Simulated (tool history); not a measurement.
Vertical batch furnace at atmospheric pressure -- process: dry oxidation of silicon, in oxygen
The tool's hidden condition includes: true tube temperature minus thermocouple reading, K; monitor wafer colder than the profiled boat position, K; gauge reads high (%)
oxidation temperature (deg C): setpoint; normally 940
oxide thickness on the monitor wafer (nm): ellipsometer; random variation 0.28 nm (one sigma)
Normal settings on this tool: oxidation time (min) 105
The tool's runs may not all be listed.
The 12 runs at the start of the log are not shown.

run     day  oxidation temperature (deg C)  oxidation time (min)  wafers since the last listed run  hours since the last temperature calibration  hours since the boat lift was adjusted  hours since the gauge calibration  read-back reference wafer on the same gauge, thickness  oxide thickness on the monitor wafer (nm)
 13  37.792                            951                   105                              1285                                        3437.6                                   441.7                             1545.1                                                   58.76                                      64.82
 14  41.962                            951                   105                              1606                                        3537.7                                   541.8                             1645.2                                                   58.87                                      64.63
 15  45.575                            951                   105                              1391                                        3624.4                                   628.5                             1731.9                                                   58.98                                      64.47
 16  49.717                            960                   117                              1595                                        3723.8                                   727.9                             1831.3                                                   59.35                                      74.65
 17  52.104                            960                   117                               919                                        3781.1                                   785.2                             1888.6                                                   59.33                                       75.8
 18  53.675                            960                   117                               605                                        3818.8                                   822.9                             1926.3                                                   59.47                                      75.35
 19  57.746                            940                   105                              1568                                        3916.5                                   920.6                               2024                                                   59.77                                      60.14
 20    61.6                            955                  83.5                              1484                                          4009                                  1013.1                             2116.5                                                   59.94                                      57.87
 21  65.096                            963                 145.5                              1346                                        4092.9                                    1097                             2200.4                                                    60.1                                       89.9
 22  68.258                            929                    82                              1218                                        4168.8                                  1172.9                             2276.3                                                   60.28                                      46.04
 23    70.9                            951                  56.5                              1017                                        4232.2                                  1236.3                             2339.7                                                   60.51                                      43.54
 24  72.888                            940                  76.5                               765                                        4279.9                                    1284                             2387.4                                                   60.62                                      48.96
 25  75.617                            963                    79                              1051                                        4345.4                                  1349.5                             2452.9                                                   60.84                                      60.51
 26  77.529                            928                   124                               736                                        4391.3                                  1395.4                             2498.8                                                   60.99                                      61.32
     79.125  -- gauge calibrated
 27  80.238                            951                  56.5                              1043                                        4456.3                                  1460.4                               26.7                                                   57.88                                       41.6
 28  86.146                            932                   105                              2275                                        4598.1                                  1602.2                              168.5                                                   57.98                                      54.24
     90.362  -- thermocouples replaced and temperature profile calibrated
     91.083  -- boat lift adjusted
 29  91.104                            953                   125                              1247                                          17.8                                     0.5                              287.5                                                   57.93                                       72.9
 30  93.508                            940                   105                               926                                          75.5                                    58.2                              345.2                                                   58.09                                      58.03
 31  96.725                            940                 121.5                              1239                                         152.7                                   135.4                              422.4                                                   58.06                                      64.14

Expected results for the next run?
 32  98.467                            918                  60.5                               670                                         194.5                                   177.2                              464.2                                                       ?                                          ?

read-back reference wafer on the same gauge, thickness: 58.04
oxide thickness on the monitor wafer (nm): 32.52
Take away the tool's hidden state, keep the run-to-run variation as it was, and the same run would have given oxide thickness on the monitor wafer (nm) 32.23.

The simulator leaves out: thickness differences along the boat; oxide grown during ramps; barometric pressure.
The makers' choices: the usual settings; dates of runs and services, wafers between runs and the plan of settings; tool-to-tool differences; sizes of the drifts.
